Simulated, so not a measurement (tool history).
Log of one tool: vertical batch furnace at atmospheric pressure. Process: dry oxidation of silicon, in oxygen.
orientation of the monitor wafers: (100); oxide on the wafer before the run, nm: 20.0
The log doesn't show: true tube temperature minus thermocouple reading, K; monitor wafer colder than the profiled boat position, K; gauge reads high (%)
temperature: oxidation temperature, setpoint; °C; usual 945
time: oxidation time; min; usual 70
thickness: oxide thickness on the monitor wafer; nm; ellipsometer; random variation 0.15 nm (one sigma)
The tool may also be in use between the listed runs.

| run | hour | temperature | time | wafers since the last listed run | hours since the last temperature calibration | hours since the boat lift was adjusted | hours since the gauge calibration | read-back reference wafer on the same gauge, thickness | thickness |
|---|---|---|---|---|---|---|---|---|---|
| 1 | 0 | 945 | 70 | 0 | 1572.5 | 2169.4 | 337 | 42.81 | 41.51 |
| 2 | 36.2 | 945 | 70 | 593 | 1608.7 | 2205.6 | 373.2 | 42.71 | 41.64 |
| 3 | 136.3 | 945 | 70 | 1640 | 1708.8 | 2305.7 | 473.3 | 42.63 | 41.43 |
| 4 | 183.8 | 945 | 70 | 778 | 1756.3 | 2353.2 | 520.8 | 42.49 | 41.19 |
| 5 | 247.2 | 945 | 83.5 | 1038 | 1819.7 | 2416.6 | 584.2 | 42.39 | 44.87 |
| 6 | 308.4 | 945 | 83.5 | 1002 | 1880.9 | 2477.8 | 645.4 | 42.27 | 44.79 |
| 7 | 347.5 | 945 | 70 | 640 | 1920 | 2516.9 | 684.5 | 42.18 | 40.69 |
| 8 | 470.9 | 945 | 70 | 2022 | 2043.4 | 2640.3 | 807.9 | 41.85 | 40.57 |
| 9 | 512.9 | 945 | 70 | 688 | 2085.4 | 2682.3 | 849.9 | 41.66 | 40.22 |
| 10 | 607.1 | 961 | 56 | 1543 | 2179.6 | 2776.5 | 944.1 | 41.25 | 39.73 |
|  | 632.7 | gauge calibrated |
| 11 | 699.7 | 945 | 70 | 1517 | 2272.2 | 2869.1 | 67 | 42.89 | 41.81 |
| 12 | 777.9 | 945 | 70 | 1281 | 2350.4 | 2947.3 | 145.2 | 42.85 | 41.68 |
| 13 | 856.3 | 965 | 100.5 | 1284 | 2428.8 | 3025.7 | 223.6 | 42.81 | 57.1 |
| 14 | 897.2 | 934 | 94.5 | 670 | 2469.7 | 3066.6 | 264.5 | 42.76 | 44.31 |
| 15 | 972.5 | 960 | 37.5 | 1234 | 2545 | 3141.9 | 339.8 | 42.66 | 34.14 |
| 16 | 1064.2 | 927 | 70 | 1502 | 2636.7 | 3233.6 | 431.5 | 42.57 | 36.52 |
|  | 1124 | thermocouples replaced and temperature profile calibrated |
| 17 | 1128.1 | 945 | 70 | 653 | 4.1 | 3297.5 | 495.4 | 42.34 | 41.11 |
| 18 | 1164.6 | 952 | 59 | 598 | 40.6 | 3334 | 531.9 | 42.36 | 39.44 |
| 19 | 1202.2 | 945 | 70 | 616 | 78.2 | 3371.6 | 569.5 | 42.22 | 40.97 |
|  | 1253.7 | boat lift adjusted |
| 20 | 1259.7 | 962 | 70 | 548 | 135.7 | 6 | 627 | 42.07 | 45.67 |
| 21 | 1356.6 | 963 | 48 | 1587 | 232.6 | 102.9 | 723.9 | 41.87 | 37.65 |
|  | 1407.9 | gauge calibrated |
| 22 | 1419.7 | 953 | 59.5 | 1034 | 295.7 | 166 | 11.8 | 43.11 | 40.67 |
| 23 | 1519.6 | 931 | 61 | 1637 | 395.6 | 265.9 | 111.7 | 43.2 | 35.91 |
| 24 | 1601.6 | 969 | 99.5 | 1343 | 477.6 | 347.9 | 193.7 | 43.15 | 59 |

Hidden state or all else? Some run-to-run changes of thickness, split into what the settings, what came in and random variation would give without the hidden state, and what is left for the hidden state (with any gauge scatter that isn't in both results):
Run 10 -> 11: temperature 961 -> 945, time 56 -> 70, gauge calibrated. thickness +2.08 nm: hidden state +1.53, all else +0.55.
Run 12 -> 13: temperature 945 -> 965, time 70 -> 100.5. thickness +15.42 nm: hidden state -0.09, all else +15.51.
Run 21 -> 22: temperature 963 -> 953, time 48 -> 59.5, gauge calibrated. thickness +3.02 nm: hidden state +1.22, all else +1.8.
Run 23 -> 24: temperature 931 -> 969, time 61 -> 99.5. thickness +23.09 nm: hidden state +0.07, all else +23.02.
